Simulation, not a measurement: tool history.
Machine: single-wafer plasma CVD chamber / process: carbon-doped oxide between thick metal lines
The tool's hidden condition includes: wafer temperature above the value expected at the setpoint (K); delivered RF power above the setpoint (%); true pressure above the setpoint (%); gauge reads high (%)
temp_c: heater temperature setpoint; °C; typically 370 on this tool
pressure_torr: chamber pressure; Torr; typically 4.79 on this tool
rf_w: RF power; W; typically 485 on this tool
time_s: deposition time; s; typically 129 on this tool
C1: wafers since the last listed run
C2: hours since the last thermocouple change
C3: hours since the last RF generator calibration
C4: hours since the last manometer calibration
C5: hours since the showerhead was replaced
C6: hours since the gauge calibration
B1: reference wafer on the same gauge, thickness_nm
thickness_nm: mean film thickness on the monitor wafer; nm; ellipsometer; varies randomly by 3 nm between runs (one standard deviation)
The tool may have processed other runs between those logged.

run 1 hour=0.0 | temp_c=370 pressure_torr=3.86 rf_w=485 time_s=129 | C1=0 C2=2571.9 C3=617.1 C4=379.2 C5=3994.9 C6=1090.7 | B1=693.498 | thickness_nm=529.888
-- hour=63.4 thermocouple changed; heater temperature recalibrated
run 2 hour=98.7 | temp_c=370 pressure_torr=4.79 rf_w=485 time_s=129 | C1=1094 C2=35.3 C3=715.8 C4=477.9 C5=4093.6 C6=1189.4 | B1=692.529 | thickness_nm=548.403
run 3 hour=206.4 | temp_c=370 pressure_torr=4.79 rf_w=485 time_s=129 | C1=1300 C2=143.0 C3=823.5 C4=585.6 C5=4201.3 C6=1297.1 | B1=693.905 | thickness_nm=546.470
run 4 hour=256.0 | temp_c=370 pressure_torr=4.79 rf_w=485 time_s=117 | C1=598 C2=192.6 C3=873.1 C4=635.2 C5=4250.9 C6=1346.7 | B1=693.128 | thickness_nm=494.287
run 5 hour=316.2 | temp_c=370 pressure_torr=4.79 rf_w=485 time_s=117 | C1=726 C2=252.8 C3=933.3 C4=695.4 C5=4311.1 C6=1406.9 | B1=695.376 | thickness_nm=490.026
-- hour=332.5 RF generator calibrated
run 6 hour=360.6 | temp_c=366 pressure_torr=5.81 rf_w=570 time_s=138 | C1=439 C2=297.2 C3=28.1 C4=739.8 C5=4355.5 C6=1451.3 | B1=692.572 | thickness_nm=729.722
run 7 hour=404.9 | temp_c=357 pressure_torr=4.79 rf_w=485 time_s=103 | C1=534 C2=341.5 C3=72.4 C4=784.1 C5=4399.8 C6=1495.6 | B1=695.780 | thickness_nm=465.164
run 8 hour=470.3 | temp_c=370 pressure_torr=4.79 rf_w=485 time_s=129 | C1=789 C2=406.9 C3=137.8 C4=849.5 C5=4465.2 C6=1561.0 | B1=694.097 | thickness_nm=559.828
run 9 hour=512.6 | temp_c=370 pressure_torr=4.79 rf_w=435 time_s=129 | C1=510 C2=449.2 C3=180.1 C4=891.8 C5=4507.5 C6=1603.3 | B1=694.763 | thickness_nm=490.270
run 10 hour=612.1 | temp_c=370 pressure_torr=4.79 rf_w=485 time_s=152 | C1=1201 C2=548.7 C3=279.6 C4=991.3 C5=4607.0 C6=1702.8 | B1=692.470 | thickness_nm=643.891
-- hour=690.5 showerhead replaced
run 11 hour=714.2 | temp_c=380 pressure_torr=4.79 rf_w=485 time_s=129 | C1=1136 C2=650.8 C3=381.7 C4=1093.4 C5=23.7 C6=1804.9 | B1=693.303 | thickness_nm=529.852
run 12 hour=768.5 | temp_c=364 pressure_torr=4.42 rf_w=405 time_s=120 | C1=655 C2=705.1 C3=436.0 C4=1147.7 C5=78.0 C6=1859.2 | B1=693.537 | thickness_nm=404.980
-- hour=829.8 capacitance manometer re-zeroed and calibrated
run 13 hour=850.4 | temp_c=370 pressure_torr=4.79 rf_w=485 time_s=117 | C1=892 C2=787.0 C3=517.9 C4=20.6 C5=159.9 C6=1941.1 | B1=693.258 | thickness_nm=489.016
run 14 hour=920.9 | temp_c=370 pressure_torr=4.34 rf_w=485 time_s=129 | C1=851 C2=857.5 C3=588.4 C4=91.1 C5=230.4 C6=2011.6 | B1=693.967 | thickness_nm=534.509
run 15 hour=987.3 | temp_c=370 pressure_torr=5.11 rf_w=445 time_s=115 | C1=801 C2=923.9 C3=654.8 C4=157.5 C5=296.8 C6=2078.0 | B1=693.541 | thickness_nm=438.193
-- hour=1084.9 gauge calibrated
run 16 hour=1240.7 | temp_c=378 pressure_torr=4.22 rf_w=555 time_s=149 | C1=3059 C2=1177.3 C3=908.2 C4=410.9 C5=550.2 C6=155.8 | B1=695.163 | thickness_nm=682.040
-- hour=1251.5 RF generator calibrated
run 17 hour=1295.1 | temp_c=370 pressure_torr=4.79 rf_w=485 time_s=129 | C1=560 C2=1231.7 C3=43.6 C4=465.3 C5=604.6 C6=210.2 | B1=694.154 | thickness_nm=579.111
run 18 hour=1375.5 | temp_c=370 pressure_torr=4.79 rf_w=485 time_s=129 | C1=970 C2=1312.1 C3=124.0 C4=545.7 C5=685.0 C6=290.6 | B1=693.471 | thickness_nm=567.620
run 19 hour=1465.6 | temp_c=356 pressure_torr=5.60 rf_w=485 time_s=129 | C1=1087 C2=1402.2 C3=214.1 C4=635.8 C5=775.1 C6=380.7 | B1=692.942 | thickness_nm=598.961
run 20 hour=1538.0 | temp_c=370 pressure_torr=5.32 rf_w=485 time_s=129 | C1=874 C2=1474.6 C3=286.5 C4=708.2 C5=847.5 C6=453.1 | B1=695.106 | thickness_nm=571.610
run 21 hour=1592.5 | temp_c=363 pressure_torr=4.46 rf_w=560 time_s=129 | C1=657 C2=1529.1 C3=341.0 C4=762.7 C5=902.0 C6=507.6 | B1=693.568 | thickness_nm=643.339
run 22 hour=1687.2 | temp_c=370 pressure_torr=4.79 rf_w=540 time_s=145 | C1=1143 C2=1623.8 C3=435.7 C4=857.4 C5=996.7 C6=602.3 | B1=692.817 | thickness_nm=682.740
run 23 hour=1752.8 | temp_c=370 pressure_torr=5.85 rf_w=540 time_s=112 | C1=791 C2=1689.4 C3=501.3 C4=923.0 C5=1062.3 C6=667.9 | B1=694.823 | thickness_nm=546.221
run 24 hour=1849.8 | temp_c=359 pressure_torr=4.43 rf_w=545 time_s=117 | C1=1171 C2=1786.4 C3=598.3 C4=1020.0 C5=1159.3 C6=764.9 | B1=694.084 | thickness_nm=571.504
run 25 hour=1957.5 | temp_c=370 pressure_torr=5.98 rf_w=445 time_s=147 | C1=1300 C2=1894.1 C3=706.0 C4=1127.7 C5=1267.0 C6=872.6 | B1=694.048 | thickness_nm=578.702
run 26 hour=2017.3 | temp_c=358 pressure_torr=5.24 rf_w=400 time_s=151 | C1=721 C2=1953.9 C3=765.8 C4=1187.5 C5=1326.8 C6=932.4 | B1=693.167 | thickness_nm=532.105
-- hour=2057.2 capacitance manometer re-zeroed and calibrated
run 27 hour=2069.7 | temp_c=370 pressure_torr=4.79 rf_w=485 time_s=129 | C1=536 C2=2006.3 C3=818.2 C4=12.5 C5=1379.2 C6=984.8 | B1=694.264 | thickness_nm=541.995
-- hour=2174.5 RF generator calibrated
run 28 hour=2328.3 | temp_c=370 pressure_torr=4.79 rf_w=485 time_s=129 | C1=3025 C2=2264.9 C3=153.8 C4=271.1 C5=1637.8 C6=1243.4 | B1=695.011 | thickness_nm=574.114

Results per run with the tool's hidden condition removed, run-to-run variation unchanged:
run=1 thickness_nm=568.121
run=2 thickness_nm=589.737
run=3 thickness_nm=589.031
run=4 thickness_nm=533.225
run=5 thickness_nm=529.071
run=6 thickness_nm=748.693
run=7 thickness_nm=481.953
run=8 thickness_nm=586.635
run=9 thickness_nm=520.962
run=10 thickness_nm=687.864
run=11 thickness_nm=571.394
run=12 thickness_nm=442.984
run=13 thickness_nm=531.915
run=14 thickness_nm=583.245
run=15 thickness_nm=482.988
run=16 thickness_nm=742.087
run=17 thickness_nm=584.657
run=18 thickness_nm=580.744
run=19 thickness_nm=619.897
run=20 thickness_nm=595.902
run=21 thickness_nm=671.966
run=22 thickness_nm=717.873
run=23 thickness_nm=576.145
run=24 thickness_nm=604.830
run=25 thickness_nm=621.750
run=26 thickness_nm=574.315
run=27 thickness_nm=579.907
run=28 thickness_nm=589.444
